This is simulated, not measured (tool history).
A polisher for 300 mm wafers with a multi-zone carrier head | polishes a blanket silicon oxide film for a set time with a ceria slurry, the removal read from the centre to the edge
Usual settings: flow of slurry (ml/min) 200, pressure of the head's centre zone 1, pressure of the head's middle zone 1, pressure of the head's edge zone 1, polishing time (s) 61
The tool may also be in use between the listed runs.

run,hour,flow of slurry (ml/min),pressure of the head's centre zone,pressure of the head's middle zone,pressure of the head's edge zone,polishing time (s),"incoming thickness of the incoming film, nm",film removed at the wafer's centre (angstrom),film removed at mid-radius (angstrom),film removed at the wafer's edge (angstrom)
1,0,200,1,1,1,61,1694.3,2493,2584,2516
2,31.2,200,1,1,1,61,1654.3,2384,2487,2436
# hour 49.4: worn pad replaced by a new one
3,63.6,200,1,1,1,61,1686.4,2571,2692,2626
4,87.4,160,1,1,1,61,1648.6,2487,2525,2508
5,119.5,145,1,1.09,1,61,1649.5,2311,2644,2490
# hour 126.9: centre zone pressure recalibrated
6,147.1,200,1,1,1,61,1674.5,2476,2553,2510
7,178.7,200,1,1,1,61,1673,2371,2467,2456
# hour 187.3: slurry nozzle cleaned
# hour 187.5: edge zone pressure recalibrated
8,209.5,200,1,1,1,61,1695.5,2450,2435,2406
# hour 229.9: worn pad replaced by a new one
9,243.5,200,1,1.09,1,79,1689.7,3535,3946,3396
10,267.6,200,1,1,1,61,1688.2,2612,2765,2647
11,299.3,165,1,1,0.91,69,1665.1,2750,2913,2694
12,317.5,265,1.11,1.1,1,81,1680.9,3867,3909,3469
# hour 334.3: carrier head's membrane replaced by a new one
13,350.2,135,1.09,1,1,48,1699.5,1890,1817,1828
# hour 369.7: worn pad replaced by a new one
14,370.2,200,1,0.92,1,61,1692.7,2641,2502,2663
15,387,200,1,1,1,61,1681.5,2603,2691,2667
16,450.5,200,1,1,1,61,1665.7,2543,2683,2589
# hour 479: slurry nozzle cleaned
17,484.3,130,1.08,0.88,0.96,61,1708.1,2597,2245,2382
18,513.5,200,1,0.88,1.05,72,1681.8,2873,2707,2995
19,540,200,1,1,1.06,49,1714.7,1911,1925,1949
# hour 557.4: worn pad replaced by a new one
20,558.4,200,1,1,1.03,61,1682.8,2668,2763,2686
21,583.9,200,1,1.12,1,72,1680.1,3113,3626,3130
22,597.5,200,1,1,1,54,1717.3,2338,2426,2303
# hour 609: edge zone pressure recalibrated
23,617.3,225,0.93,1,1,61,1656.7,2506,2745,2581

3 ways to go on from here, each from the tool as it stands after run 23. What would each give?
A,617.7,200,1,1,1,46,1659,?,?,?
B,617.7,200,1,1,1,68,1659,?,?,?
C,617.7,140,1.06,1,0.91,61,1659,?,?,?

run,film removed at the wafer's centre (angstrom),film removed at mid-radius (angstrom),film removed at the wafer's edge (angstrom)
A,1995,1969,2002
B,2949,2911,2960
C,2577,2422,2409
Without the tool's hidden state the same runs would have given:
run,film removed at the wafer's centre (angstrom),film removed at mid-radius (angstrom),film removed at the wafer's edge (angstrom)
A,2170,2130,2138
B,3208,3149,3160
C,2864,2668,2602
